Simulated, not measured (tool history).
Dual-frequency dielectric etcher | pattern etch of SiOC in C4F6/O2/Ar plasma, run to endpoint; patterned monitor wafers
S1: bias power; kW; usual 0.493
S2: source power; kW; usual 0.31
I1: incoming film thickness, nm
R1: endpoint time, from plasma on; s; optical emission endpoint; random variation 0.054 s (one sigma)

Run 1, day 0: usual settings but S1 0.44 kW; I1 50.2. Result: R1 18.6 s.
Run 2, day 1.6: usual settings but S1 0.44 kW; I1 50.1. Result: R1 18.6 s.
Run 3, day 4.183: usual settings but S1 0.44 kW; I1 50.3. Result: R1 18.7 s.
Run 4, day 6.533: usual settings but S1 0.569 kW; I1 49.8. Result: R1 16.9 s.
Run 5, day 8.829: usual settings but S1 0.569 kW; I1 50.3. Result: R1 17.1 s.
Run 6, day 11.004: usual settings; I1 50. Result: R1 17.9 s.
Run 7, day 13.588: usual settings; I1 50.7. Result: R1 18.2 s.
Run 8, day 20.558: usual settings; I1 49.9. Result: R1 18 s.
At day 22.488: wet clean of the chamber.
Run 9, day 22.508: usual settings; I1 49.6. Result: R1 17.5 s.
Run 10, day 24.908: usual settings; I1 49.8. Result: R1 17.6 s.
Run 11, day 27.338: usual settings but S1 0.428 kW, S2 0.33 kW; I1 50.2. Result: R1 18 s.
Run 12, day 29.333: usual settings; I1 50.7. Result: R1 18 s.

Forecast run 13:
Run 13, day 32.071: usual settings but S1 0.438 kW; I1 49.5. Result: R1 ?.

Run 13 gave R1 18.5 s.
Without the tool's hidden state the same run would have given R1 18.8 s.

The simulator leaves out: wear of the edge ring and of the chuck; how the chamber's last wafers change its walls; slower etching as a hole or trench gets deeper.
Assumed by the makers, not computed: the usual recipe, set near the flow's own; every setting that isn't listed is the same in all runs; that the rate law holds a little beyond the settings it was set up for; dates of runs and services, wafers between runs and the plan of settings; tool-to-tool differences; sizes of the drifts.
